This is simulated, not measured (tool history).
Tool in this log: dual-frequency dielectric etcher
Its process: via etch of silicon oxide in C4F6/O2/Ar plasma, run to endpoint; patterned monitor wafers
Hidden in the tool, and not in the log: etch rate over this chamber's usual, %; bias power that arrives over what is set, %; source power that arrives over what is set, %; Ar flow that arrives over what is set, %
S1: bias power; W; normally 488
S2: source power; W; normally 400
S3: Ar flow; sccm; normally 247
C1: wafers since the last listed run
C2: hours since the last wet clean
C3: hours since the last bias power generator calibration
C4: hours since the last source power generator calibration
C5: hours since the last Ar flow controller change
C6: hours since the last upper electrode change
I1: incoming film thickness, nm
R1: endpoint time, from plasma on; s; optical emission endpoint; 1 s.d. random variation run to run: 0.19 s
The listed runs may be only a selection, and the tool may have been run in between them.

Run 1, hour 0: usual settings; C1 0; C2 227.7; C3 3893.7; C4 3789.6; C5 3775.3; C6 3808.5; I1 116.4. Result: R1 22.5 s.
Run 2, hour 30.7: usual settings; C1 293; C2 258.4; C3 3924.4; C4 3820.3; C5 3806; C6 3839.2; I1 115.9. Result: R1 22.2 s.
Run 3, hour 51.6: usual settings; C1 199; C2 279.3; C3 3945.3; C4 3841.2; C5 3826.9; C6 3860.1; I1 116.2. Result: R1 22.6 s.
Run 4, hour 69.2: usual settings; C1 168; C2 296.9; C3 3962.9; C4 3858.8; C5 3844.5; C6 3877.7; I1 116.3. Result: R1 22.4 s.
Run 5, hour 97.8: usual settings; C1 273; C2 325.5; C3 3991.5; C4 3887.4; C5 3873.1; C6 3906.3; I1 116.7. Result: R1 22.5 s.
Run 6, hour 120.8: usual settings; C1 219; C2 348.5; C3 4014.5; C4 3910.4; C5 3896.1; C6 3929.3; I1 115.2. Result: R1 22.1 s.
Run 7, hour 152.2: usual settings; C1 299; C2 379.9; C3 4045.9; C4 3941.8; C5 3927.5; C6 3960.7; I1 115.7. Result: R1 21.8 s.
At hour 177.5: bias power generator calibrated.
Run 8, hour 181.5: usual settings; C1 241; C2 409.2; C3 4; C4 3971.1; C5 3956.8; C6 3990; I1 115.2. Result: R1 21.9 s.
Run 9, hour 203.8: usual settings but S2 370 W; C1 212; C2 431.5; C3 26.3; C4 3993.4; C5 3979.1; C6 4012.3; I1 114.9. Result: R1 22.1 s.
At hour 231.5: upper electrode replaced.
At hour 282: source power generator calibrated.
Run 10, hour 282.5: usual settings but S1 391 W, S2 320 W, S3 189 sccm; C1 484; C2 510.2; C3 105; C4 0.5; C5 4057.8; C6 51; I1 116.6. Result: R1 24.3 s.
Run 11, hour 312.2: usual settings but S1 562 W, S2 490 W, S3 301 sccm; C1 283; C2 539.9; C3 134.7; C4 30.2; C5 4087.5; C6 80.7; I1 115.1. Result: R1 19.6 s.
Run 12, hour 339.8: usual settings; C1 263; C2 567.5; C3 162.3; C4 57.8; C5 4115.1; C6 108.3; I1 116.8. Result: R1 21.9 s.
At hour 359.5: Ar flow controller replaced.
At hour 365.3: wet clean of the chamber.
Run 13, hour 365.8: usual settings but S1 385 W, S2 330 W, S3 265 sccm; C1 135; C2 0.5; C3 188.3; C4 83.8; C5 6.3; C6 134.3; I1 116.5. Result: R1 26.7 s.
Run 14, hour 381.6: usual settings but S1 396 W, S2 360 W, S3 209 sccm; C1 150; C2 16.3; C3 204.1; C4 99.6; C5 22.1; C6 150.1; I1 116. Result: R1 24.6 s.
Run 15, hour 397.4: usual settings; C1 150; C2 32.1; C3 219.9; C4 115.4; C5 37.9; C6 165.9; I1 115.6. Result: R1 22.8 s.
Run 16, hour 417.3: usual settings; C1 190; C2 52; C3 239.8; C4 135.3; C5 57.8; C6 185.8; I1 115.8. Result: R1 22.5 s.
Run 17, hour 447.2: usual settings but S1 602 W, S3 280 sccm; C1 285; C2 81.9; C3 269.7; C4 165.2; C5 87.7; C6 215.7; I1 116.5. Result: R1 21.7 s.
Run 18, hour 473: usual settings but S1 576 W, S2 490 W; C1 246; C2 107.7; C3 295.5; C4 191; C5 113.5; C6 241.5; I1 115.6. Result: R1 19.8 s.

Predict each of these 5 candidate next runs independently; none follows another, all start after run 18:
Run A, hour 473.4: usual settings but S3 218 sccm; C1 3; C2 108.1; C3 295.9; C4 191.4; C5 113.9; C6 241.9; I1 116.1. Result: R1 ?.
Run B, hour 473.4: usual settings but S1 573 W, S3 196 sccm; C1 3; C2 108.1; C3 295.9; C4 191.4; C5 113.9; C6 241.9; I1 116.1. Result: R1 ?.
Run C, hour 473.4: usual settings but S1 434 W, S3 199 sccm; C1 3; C2 108.1; C3 295.9; C4 191.4; C5 113.9; C6 241.9; I1 116.1. Result: R1 ?.
Run D, hour 473.4: usual settings but S1 583 W; C1 3; C2 108.1; C3 295.9; C4 191.4; C5 113.9; C6 241.9; I1 116.1. Result: R1 ?.
Run E, hour 473.4: usual settings but S1 548 W, S2 430 W, S3 270 sccm; C1 3; C2 108.1; C3 295.9; C4 191.4; C5 113.9; C6 241.9; I1 116.1. Result: R1 ?.

run    R1
  A  21.7
  B  20.3
  C  22.2
  D  20.9
  E  21.1
Stripped of hidden state, with their random variation kept, the same runs would have yielded:
run    R1
  A  22.1
  B  20.6
  C  22.5
  D  21.2
  E  21.4
